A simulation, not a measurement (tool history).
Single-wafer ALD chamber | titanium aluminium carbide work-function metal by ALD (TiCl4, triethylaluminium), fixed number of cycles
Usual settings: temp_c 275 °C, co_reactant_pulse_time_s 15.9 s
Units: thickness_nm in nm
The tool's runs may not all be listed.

run	day	temp_c	co_reactant_pulse_time_s	wafers since the last listed run	hours since the last thermocouple change	hours since the last triethylaluminium bottle change	hours since the showerhead was replaced	hours since the gauge calibration	read-back reference wafer on the same gauge, thickness_nm	thickness_nm
1	0	275	15.9	0	1651.3	333.3	2809.2	530.6	1.99	1.88
2	2.012	275	15.9	580	1699.6	381.6	2857.5	578.9	1.99	1.863
3	4.925	275	15.9	840	1769.5	451.5	2927.4	648.8	1.99	1.869
# day 5.946: triethylaluminium bottle replaced
4	7.8	275	13.82	733	1838.5	44.5	2996.4	717.8	1.989	1.872
5	9.779	275	15.9	571	1886	92	3043.9	765.3	1.989	1.886
6	12.708	275	15.9	845	1956.3	162.3	3114.2	835.6	1.99	1.888
7	13.779	275	15.9	308	1982	188	3139.9	861.3	1.991	1.879
8	15.425	275	15.9	474	2021.5	227.5	3179.4	900.8	1.991	1.878
9	16.521	275	15.9	316	2047.8	253.8	3205.7	927.1	1.99	1.876
10	18.796	275	15.9	656	2102.4	308.4	3260.3	981.7	1.99	1.882
11	21.608	275	15.9	811	2169.9	375.9	3327.8	1049.2	1.989	1.873
12	23.433	275	18.94	526	2213.7	419.7	3371.6	1093	1.991	1.874
13	24.908	275	18.94	425	2249.1	455.1	3407	1128.4	1.992	1.874
# day 25.858: thermocouple changed; heater temperature recalibrated
# day 27.708: triethylaluminium bottle replaced
14	27.729	275	14.08	621	44.9	0.5	3474.7	1196.1	1.991	1.834
15	30.175	275	14.12	705	103.6	59.2	3533.4	1254.8	1.991	1.831
16	31.392	275	14.12	351	132.8	88.4	3562.6	1284	1.99	1.814
17	32.696	275	21.6	376	164.1	119.7	3593.9	1315.3	1.989	1.864
18	35.042	275	15.9	676	220.4	176	3650.2	1371.6	1.992	1.825
19	37.621	275	15.9	744	282.3	237.9	3712.1	1433.5	1.99	1.813
# day 38.75: triethylaluminium bottle replaced, repeated, since the last time left the tool worse
20	39.279	275	21.04	382	322.1	12.7	3751.9	1473.3	1.99	1.894
21	40.983	268	11.32	491	363	53.6	3792.8	1514.2	1.99	1.778
22	43.55	280	11.69	740	424.6	115.2	3854.4	1575.8	1.989	1.892
# day 45.138: showerhead replaced
23	45.158	275	14.12	367	463.2	153.8	0.5	1614.4	1.992	1.87
# day 45.983: gauge calibrated
24	45.988	275	12.02	239	483.1	173.7	20.4	0.1	1.991	1.839
25	48.229	261	19.49	646	536.9	227.5	74.2	53.9	1.99	1.738

Forecast run 26:
26	50.767	282	15.9	732	597.8	288.4	135.1	114.8	?	?

Run 26 gave read-back reference wafer on the same gauge, thickness_nm 1.991, thickness_nm 1.921 nm.
Without the tool's hidden state the same run would have given thickness_nm 1.935 nm.

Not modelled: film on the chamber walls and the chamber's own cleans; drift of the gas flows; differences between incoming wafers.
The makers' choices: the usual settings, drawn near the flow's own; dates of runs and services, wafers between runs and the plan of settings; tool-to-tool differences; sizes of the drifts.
